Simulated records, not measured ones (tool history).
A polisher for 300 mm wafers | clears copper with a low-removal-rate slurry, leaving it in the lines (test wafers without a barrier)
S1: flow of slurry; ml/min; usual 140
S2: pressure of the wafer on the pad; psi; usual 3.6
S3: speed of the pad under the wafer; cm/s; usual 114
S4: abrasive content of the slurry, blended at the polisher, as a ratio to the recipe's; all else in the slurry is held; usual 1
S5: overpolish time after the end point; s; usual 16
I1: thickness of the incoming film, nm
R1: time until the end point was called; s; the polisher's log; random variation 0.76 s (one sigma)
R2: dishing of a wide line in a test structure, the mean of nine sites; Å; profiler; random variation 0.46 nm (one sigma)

| run | hour | S1 | S2 | S3 | S4 | S5 | I1 | R1 | R2 |
|---|---|---|---|---|---|---|---|---|---|
| 1 | 0 | 140 | 3.6 | 114 | 1 | 16 | 306.6 | 82.8 | 340 |
| 2 | 32.2 | 105 | 3.6 | 98 | 1 | 16 | 300 | 102.1 | 290 |
| 3 | 89.8 | 105 | 3.6 | 98 | 1 | 16 | 300.8 | 102.2 | 290 |
|  | 157.4 | slurry blender recalibrated |
|  | 220.6 | slurry nozzle cleaned |
| 4 | 249.4 | 105 | 3.6 | 98 | 1 | 16 | 305.6 | 115.4 | 269 |
| 5 | 308 | 140 | 3.6 | 114 | 1 | 16 | 295 | 87.2 | 327 |
| 6 | 356.4 | 140 | 3.6 | 76 | 1.15 | 16 | 302.7 | 132.2 | 242 |
|  | 368.6 | worn pad replaced by a new one |
| 7 | 415.1 | 140 | 4.3 | 96 | 1 | 16 | 303.2 | 93 | 319 |
| 8 | 460.8 | 140 | 3.6 | 114 | 1 | 20 | 297.2 | 90.3 | 373 |
| 9 | 505.7 | 140 | 3.6 | 114 | 1 | 22 | 301.2 | 92.6 | 381 |
| 10 | 534.5 | 140 | 3.6 | 114 | 1 | 16 | 301.7 | 92.9 | 312 |
| 11 | 592.7 | 140 | 3.6 | 114 | 1 | 13 | 297.1 | 92.8 | 261 |
| 12 | 624.4 | 180 | 4 | 114 | 1 | 11 | 296.3 | 77.5 | 272 |
| 13 | 655.7 | 170 | 3.6 | 114 | 0.75 | 16 | 302.1 | 93.7 | 315 |
|  | 678.4 | head pressure recalibrated |
| 14 | 706.7 | 185 | 4.8 | 114 | 0.8 | 16 | 299.7 | 66.7 | 387 |
| 15 | 738.2 | 140 | 3.6 | 102 | 1 | 16 | 302 | 107.8 | 279 |
|  | 749.5 | slurry blender recalibrated |
|  | 783.2 | slurry nozzle cleaned, repeated, since the last time left the tool worse |
| 16 | 784.4 | 140 | 3.6 | 114 | 1 | 19 | 299.6 | 76.6 | 400 |
| 17 | 812 | 165 | 3.6 | 130 | 0.9 | 7 | 301.8 | 66.6 | 212 |
| 18 | 868.1 | 175 | 3.6 | 114 | 1 | 16 | 300.6 | 74.6 | 373 |
| 19 | 910 | 140 | 3.6 | 114 | 1 | 16 | 296.1 | 76.7 | 356 |
|  | 941.7 | worn pad replaced by a new one |
| 20 | 1117.6 | 140 | 3.6 | 114 | 1 | 19 | 295.8 | 78.6 | 391 |
| 21 | 1181.4 | 140 | 3.6 | 146 | 0.7 | 16 | 298.1 | 65.8 | 403 |
|  | 1198.8 | slurry blender recalibrated |
| 22 | 1229.3 | 140 | 4.2 | 86 | 1 | 16 | 299.8 | 90.2 | 321 |
| 23 | 1292.3 | 140 | 2.8 | 114 | 0.85 | 16 | 296.9 | 104.1 | 278 |
|  | 1308.6 | head pressure recalibrated |
| 24 | 1316.6 | 120 | 2.5 | 114 | 1 | 6 | 297.9 | 117.7 | 109 |
| 25 | 1364.5 | 140 | 3.6 | 114 | 1 | 16 | 304 | 80.5 | 349 |
| 26 | 1395.5 | 140 | 3.6 | 114 | 1 | 16 | 302.3 | 81.1 | 344 |
|  | 1428.7 | worn pad replaced by a new one |
| 27 | 1451.1 | 105 | 3.6 | 134 | 0.85 | 24 | 297.2 | 76.8 | 449 |
| 28 | 1505.1 | 140 | 3.6 | 114 | 0.7 | 16 | 294.6 | 82.9 | 331 |
|  | 1643 | slurry blender recalibrated |
| 29 | 1684.1 | 140 | 3.6 | 114 | 1 | 21 | 296.9 | 80.1 | 414 |

Forecast each of these 3 alternatives for the next run:
| A | 1684.5 | 140 | 3.6 | 114 | 1 | 16 | 297.5 | ? | ? |
| B | 1684.5 | 140 | 3.6 | 136 | 1 | 16 | 297.5 | ? | ? |
| C | 1684.5 | 140 | 3.1 | 90 | 0.9 | 20 | 297.5 | ? | ? |

| run | R1 | R2 |
|---|---|---|
| A | 79.9 | 342 |
| B | 66.9 | 385 |
| C | 119.4 | 300 |
Without the tool's hidden state the same runs would have given:
| run | R1 | R2 |
|---|---|---|
| A | 75.6 | 356 |
| B | 63.3 | 399 |
| C | 113 | 312 |
